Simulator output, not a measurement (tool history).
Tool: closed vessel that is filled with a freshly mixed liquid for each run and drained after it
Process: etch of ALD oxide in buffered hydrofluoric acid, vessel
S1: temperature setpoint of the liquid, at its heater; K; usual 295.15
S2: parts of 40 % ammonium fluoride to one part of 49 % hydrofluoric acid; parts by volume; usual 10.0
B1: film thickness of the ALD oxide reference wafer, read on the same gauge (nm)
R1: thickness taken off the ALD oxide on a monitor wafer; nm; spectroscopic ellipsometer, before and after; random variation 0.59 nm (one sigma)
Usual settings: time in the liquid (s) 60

Run 1, hour 0.0: usual settings but time in the liquid (s) 85; B1 30.01. Result: R1 125.55 nm.
Run 2, hour 34.6: usual settings but S1 292.65 K, S2 9.0 parts by volume; B1 30.02. Result: R1 81.55 nm.
Run 3, hour 120.6: usual settings but S1 292.65 K, S2 9.0 parts by volume; B1 30.02. Result: R1 79.98 nm.
Run 4, hour 153.6: usual settings; B1 29.99. Result: R1 84.39 nm.
Run 5, hour 167.2: usual settings; B1 30.02. Result: R1 84.06 nm.
Run 6, hour 194.4: usual settings; B1 30.02. Result: R1 85.22 nm.
Run 7, hour 224.6: usual settings; B1 29.99. Result: R1 83.85 nm.
Run 8, hour 247.8: usual settings; B1 29.97. Result: R1 83.60 nm.
Run 9, hour 265.5: usual settings but S1 293.65 K, S2 12.5 parts by volume, time in the liquid (s) 30; B1 29.98. Result: R1 30.77 nm.
Run 10, hour 347.5: usual settings; B1 30.01. Result: R1 89.63 nm.
Run 11, hour 369.4: usual settings but S1 290.65 K, S2 9.0 parts by volume, time in the liquid (s) 75; B1 30.00. Result: R1 91.63 nm.
Run 12, hour 383.6: usual settings but S1 298.15 K, S2 8.5 parts by volume, time in the liquid (s) 45; B1 30.04. Result: R1 88.88 nm.
Run 13, hour 408.7: usual settings but S1 293.65 K, time in the liquid (s) 90; B1 29.98. Result: R1 120.91 nm.
Run 14, hour 441.1: usual settings but time in the liquid (s) 50; B1 29.97. Result: R1 73.32 nm.
Run 15, hour 470.2: usual settings but S1 298.65 K, time in the liquid (s) 95; B1 30.04. Result: R1 167.86 nm.
Run 16, hour 503.4: usual settings but S1 290.65 K, S2 9.0 parts by volume, time in the liquid (s) 75; B1 29.97. Result: R1 90.53 nm.
Run 17, hour 531.5: usual settings but S1 299.65 K, S2 12.5 parts by volume, time in the liquid (s) 50; B1 30.03. Result: R1 73.91 nm.

Taken out of this log: 3 entries between the listed runs. Where each belongs, and how the hidden state differs across it:
Between runs 7 and 8: gauge calibrated (hour 225.4)
  liquid colder than its thermometer reads (K): 0.577 -> 0.602; hydrofluoric acid flow below the setpoint (%): 5.07 -> 5.35
  measured less the result without the state, R1: -7.23 -> -7.58 nm
Between runs 9 and 10: hydrofluoric acid flow meter replaced (hour 273.9); thermometer replaced (hour 329.2)
  liquid colder than its thermometer reads (K): 0.622 -> 0.0436; hydrofluoric acid flow below the setpoint (%): 5.57 -> 1.5
  measured less the result without the state, R1: -2.93 -> -1.53 nm
